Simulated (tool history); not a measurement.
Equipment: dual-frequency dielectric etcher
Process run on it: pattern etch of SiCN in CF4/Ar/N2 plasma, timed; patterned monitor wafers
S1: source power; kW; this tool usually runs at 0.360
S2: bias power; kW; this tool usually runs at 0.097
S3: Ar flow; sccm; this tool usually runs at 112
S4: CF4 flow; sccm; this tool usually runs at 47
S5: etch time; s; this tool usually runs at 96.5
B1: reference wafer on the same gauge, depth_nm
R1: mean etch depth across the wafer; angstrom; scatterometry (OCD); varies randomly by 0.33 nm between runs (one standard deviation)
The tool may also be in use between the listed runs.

run    hour     S1     S2   S3  S4     S5    B1    R1
  1     0.0  0.360  0.097  120  47   96.5  79.6   723
  2    46.2  0.360  0.097  120  47   96.5  79.5   729
  3    94.0  0.360  0.097  120  47   96.5  79.2   730
  4   364.9  0.360  0.097  112  47   96.5  78.3   727
      392.4  -- wet clean of the chamber
      423.7  -- bias power generator calibrated
  5   424.4  0.300  0.097  112  47   96.5  77.9   592
  6   502.7  0.300  0.097  112  47   96.5  77.7   590
  7   543.8  0.360  0.097  104  47   96.5  77.5   724
      607.2  -- upper electrode replaced
  8   607.7  0.360  0.106  123  53   96.5  76.9   733
      666.0  -- gauge calibrated
      668.2  -- Ar flow controller replaced
      668.6  -- source power generator calibrated
  9   688.6  0.440  0.097  112  47  116.0  79.8  1095
 10   734.8  0.360  0.097  112  47   96.5  79.9   733
      801.0  -- wet clean of the chamber
      822.4  -- CF4 flow controller replaced
 11   824.3  0.420  0.097  135  52   96.5  79.9   861
 12   895.4  0.390  0.074  112  54   96.5  79.7   753
 13   993.1  0.430  0.097  112  58   96.5  79.4   902
 14  1030.2  0.400  0.077  127  47  107.5  79.4   838

What if the next run were any one of these 4? Each begins from the tool's condition after run 14:
  A  1030.6  0.360  0.097  138  47   96.5   ?   ?
  B  1030.6  0.360  0.108  112  47   73.5   ?   ?
  C  1030.6  0.360  0.082  112  47  123.5   ?   ?
  D  1030.6  0.360  0.076  112  47   96.5   ?   ?

run    B1   R1
  A  79.3  711
  B  79.3  572
  C  79.3  883
  D  79.3  675
What these runs would have given with no unlogged condition in the tool:
run   R1
  A  714
  B  575
  C  887
  D  678
